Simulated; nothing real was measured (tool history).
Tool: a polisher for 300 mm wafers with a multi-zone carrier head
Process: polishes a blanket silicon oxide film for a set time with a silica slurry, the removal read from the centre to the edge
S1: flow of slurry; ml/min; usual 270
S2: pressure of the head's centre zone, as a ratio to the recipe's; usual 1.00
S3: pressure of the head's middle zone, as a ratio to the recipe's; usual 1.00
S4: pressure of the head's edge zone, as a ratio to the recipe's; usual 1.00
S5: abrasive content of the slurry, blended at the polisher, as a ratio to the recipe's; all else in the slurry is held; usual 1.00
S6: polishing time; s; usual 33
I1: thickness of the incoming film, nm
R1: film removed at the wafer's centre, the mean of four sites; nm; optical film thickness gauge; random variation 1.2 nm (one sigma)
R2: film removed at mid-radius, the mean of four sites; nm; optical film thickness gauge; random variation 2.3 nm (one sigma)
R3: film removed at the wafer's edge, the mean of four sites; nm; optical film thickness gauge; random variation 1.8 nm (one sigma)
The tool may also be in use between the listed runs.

run 1 hour=0.0 | S1=270 S2=1.00 S3=1.00 S4=0.95 S5=1.00 S6=33 | I1=1761.2 | R1=153.7 R2=158.2 R3=158.8
run 2 hour=29.6 | S1=270 S2=1.00 S3=1.00 S4=1.00 S5=0.85 S6=33 | I1=1778.7 | R1=144.1 R2=149.6 R3=147.7
-- hour=62.0 carrier head's membrane replaced by a new one
run 3 hour=89.4 | S1=270 S2=0.96 S3=1.00 S4=1.00 S5=0.75 S6=33 | I1=1768.9 | R1=130.3 R2=139.6 R3=142.5
run 4 hour=141.2 | S1=270 S2=1.00 S3=1.12 S4=1.00 S5=1.15 S6=33 | I1=1789.3 | R1=161.5 R2=182.4 R3=170.0
run 5 hour=175.4 | S1=270 S2=1.00 S3=1.00 S4=1.00 S5=1.00 S6=42 | I1=1744.5 | R1=195.4 R2=199.0 R3=202.2
-- hour=193.2 worn pad replaced by a new one
run 6 hour=218.8 | S1=240 S2=1.00 S3=1.00 S4=1.00 S5=1.25 S6=27 | I1=1774.5 | R1=134.6 R2=139.7 R3=141.8
run 7 hour=255.2 | S1=350 S2=0.92 S3=1.00 S4=1.11 S5=0.85 S6=33 | I1=1791.1 | R1=135.5 R2=148.1 R3=157.4
-- hour=261.7 edge zone pressure recalibrated
-- hour=269.2 centre zone pressure recalibrated
run 8 hour=296.1 | S1=270 S2=1.04 S3=1.00 S4=1.00 S5=1.00 S6=33 | I1=1751.6 | R1=165.2 R2=152.6 R3=161.0
run 9 hour=347.3 | S1=270 S2=1.08 S3=1.00 S4=0.89 S5=1.00 S6=33 | I1=1766.1 | R1=167.8 R2=161.3 R3=153.4
-- hour=369.3 slurry nozzle cleaned
run 10 hour=390.6 | S1=270 S2=1.00 S3=1.00 S4=1.00 S5=1.00 S6=33 | I1=1775.7 | R1=157.7 R2=157.5 R3=160.5
run 11 hour=441.6 | S1=195 S2=1.00 S3=1.00 S4=1.00 S5=0.90 S6=33 | I1=1777.7 | R1=142.1 R2=146.6 R3=148.3
run 12 hour=495.1 | S1=305 S2=1.00 S3=0.95 S4=1.05 S5=1.00 S6=23 | I1=1771.8 | R1=108.5 R2=109.7 R3=115.3
run 13 hour=537.0 | S1=230 S2=1.00 S3=1.00 S4=0.92 S5=0.85 S6=27 | I1=1785.8 | R1=114.6 R2=120.0 R3=119.0
-- hour=580.7 worn pad replaced by a new one
run 14 hour=581.2 | S1=350 S2=1.00 S3=1.00 S4=1.00 S5=1.00 S6=33 | I1=1756.2 | R1=156.8 R2=161.8 R3=162.7
run 15 hour=636.3 | S1=270 S2=1.00 S3=1.00 S4=1.00 S5=1.00 S6=33 | I1=1759.2 | R1=155.0 R2=157.0 R3=160.1
run 16 hour=692.8 | S1=270 S2=1.00 S3=1.00 S4=0.97 S5=1.00 S6=26 | I1=1773.2 | R1=122.2 R2=123.1 R3=125.8
run 17 hour=733.0 | S1=270 S2=1.00 S3=1.00 S4=1.00 S5=1.00 S6=33 | I1=1747.4 | R1=155.2 R2=158.1 R3=158.9
run 18 hour=802.9 | S1=270 S2=1.00 S3=1.00 S4=1.00 S5=1.00 S6=33 | I1=1757.3 | R1=152.7 R2=157.5 R3=159.6
-- hour=851.5 centre zone pressure recalibrated
run 19 hour=859.9 | S1=175 S2=1.00 S3=1.00 S4=1.00 S5=1.00 S6=33 | I1=1745.8 | R1=150.1 R2=151.5 R3=157.0
run 20 hour=927.4 | S1=270 S2=1.00 S3=1.00 S4=1.00 S5=1.00 S6=33 | I1=1789.5 | R1=154.9 R2=160.2 R3=160.6

5 ways to go on from here, each from the tool as it stands after run 20. What would each give?
run A hour=927.8 | S1=270 S2=1.00 S3=1.00 S4=1.00 S5=1.00 S6=33 | I1=1762.7 | R1=? R2=? R3=?
run B hour=927.8 | S1=335 S2=1.00 S3=1.11 S4=1.00 S5=1.00 S6=33 | I1=1762.7 | R1=? R2=? R3=?
run C hour=927.8 | S1=270 S2=1.00 S3=1.00 S4=1.00 S5=1.00 S6=25 | I1=1762.7 | R1=? R2=? R3=?
run D hour=927.8 | S1=270 S2=1.00 S3=1.00 S4=1.00 S5=1.00 S6=27 | I1=1762.7 | R1=? R2=? R3=?
run E hour=927.8 | S1=270 S2=1.00 S3=1.00 S4=1.00 S5=1.30 S6=39 | I1=1762.7 | R1=? R2=? R3=?

run=A R1=157.9 R2=157.7 R3=159.3
run=B R1=161.3 R2=171.8 R3=161.5
run=C R1=119.6 R2=119.5 R3=120.7
run=D R1=129.2 R2=129.1 R3=130.3
run=E R1=206.7 R2=206.6 R3=208.6
Without the tool's hidden state the same runs would have given:
run=A R1=160.1 R2=157.7 R3=159.3
run=B R1=163.6 R2=171.8 R3=161.5
run=C R1=121.3 R2=119.5 R3=120.7
run=D R1=131.0 R2=129.0 R3=130.3
run=E R1=209.7 R2=206.5 R3=208.6

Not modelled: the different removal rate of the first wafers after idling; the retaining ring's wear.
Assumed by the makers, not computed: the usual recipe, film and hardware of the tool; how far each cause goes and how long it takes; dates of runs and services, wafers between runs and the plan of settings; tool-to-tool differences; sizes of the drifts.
